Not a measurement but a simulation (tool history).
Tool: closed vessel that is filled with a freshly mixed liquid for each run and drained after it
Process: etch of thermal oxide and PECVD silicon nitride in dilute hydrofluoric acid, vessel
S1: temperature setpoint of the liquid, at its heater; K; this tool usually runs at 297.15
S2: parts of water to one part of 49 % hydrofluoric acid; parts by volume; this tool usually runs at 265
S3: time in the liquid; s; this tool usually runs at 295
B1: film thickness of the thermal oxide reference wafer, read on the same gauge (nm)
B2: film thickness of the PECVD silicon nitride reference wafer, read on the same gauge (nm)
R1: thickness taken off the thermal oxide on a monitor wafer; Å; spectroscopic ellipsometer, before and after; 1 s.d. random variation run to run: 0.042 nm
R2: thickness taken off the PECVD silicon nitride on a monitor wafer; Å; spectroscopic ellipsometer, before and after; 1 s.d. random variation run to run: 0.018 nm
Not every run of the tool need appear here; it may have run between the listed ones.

run     day      S1   S2   S3      B1      B2      R1     R2
  1       0  297.15  265  295  79.998  70.003   49.34  32.12
  2   0.571  297.15  265  295  80.015  69.992   49.66  31.75
  3   0.883  297.15  215  295  80.022  70.026   63.51  40.13
  4   2.421  297.15  215  295  80.035  69.978   65.14  40.04
  5   4.496  297.15  215  295  80.011  69.997   65.81  40.02
  6   4.917  295.65  265  150  79.971  69.999   24.17  15.29
  7   5.646  298.65  150  375  79.997  70.009  135.95  79.79
  8   6.254  294.65  265  295  79.962  70.013   45.96  28.08
      6.662  -- thermometer replaced
      6.883  -- gauge calibrated
  9    6.95  299.65  315  145  80.005  69.998   19.73  13.33
 10   7.225  301.15  350  295  79.968  69.996   36.17  26.72
 11   7.975  297.15  265  295  79.986  69.999   45.19  27.82
 12   8.683  297.15  265  235  80.001      70   37.08  22.32
 13   9.212  301.65  265  295  79.994  69.994   52.84  36.64
      9.421  -- hydrofluoric acid flow meter replaced
 14   9.588  301.65  265  445  80.045  69.996    78.8   55.5
 15  10.238  294.15  325  135  79.967  69.988   14.65   8.67
 16  10.575  293.15  265  240  79.971   69.99   32.77  17.82
 17    10.9  301.15  370  130  79.988  70.008   14.99  11.19
 18  11.346  300.65  385  145  79.987  70.002   15.34  11.71
 19    11.9  300.15  230  130  79.997  69.995   26.79  17.29
 20  12.633  299.65  300  455  80.017  70.016   64.63  44.57
 21  13.246  297.15  265  295  80.034  69.992   46.25  28.31
 22  13.821  301.65  265  445  79.992  69.995   81.64  56.33
 23  14.358  297.15  265  295  79.994  69.997   46.34  28.49
 24  14.683  297.15  265  295  79.941  69.999   46.63  28.67
 25  15.333  297.15  215  175  80.028  70.012   35.77  20.98

For each run, the measured value with the value that run would have given without the tool's hidden condition subtracted. The run-to-run variation is shared by both, the gauge scatter possibly not:
What the log doesn't record here: liquid hotter than its thermometer reads (K); hydrofluoric acid flow above the setpoint (%); gauge reads high (%).
run      R1      R2
  1   +3.94   +4.34
  2   +4.01   +4.34
  3   +5.33   +5.62
  4   +5.64   +5.78
  5   +5.92   +5.99
  6   +2.16   +2.31
  7  +12.84  +12.35
  8   +4.27   +4.38
  9   +0.06   +0.07
 10    +0.1   +0.14
 11   +0.21   +0.22
 12   +0.22   +0.23
 13   +0.34   +0.41
 14   +0.56   +0.68
 15   +0.13   +0.14
 16   +0.32    +0.3
 17   +0.13   +0.17
 18   +0.15   +0.21
 19   +0.32   +0.35
 20   +0.79   +0.97
 21   +0.66    +0.7
 22    +1.2   +1.44
 23   +0.75   +0.79
 24   +0.78   +0.84
 25   +0.66   +0.66

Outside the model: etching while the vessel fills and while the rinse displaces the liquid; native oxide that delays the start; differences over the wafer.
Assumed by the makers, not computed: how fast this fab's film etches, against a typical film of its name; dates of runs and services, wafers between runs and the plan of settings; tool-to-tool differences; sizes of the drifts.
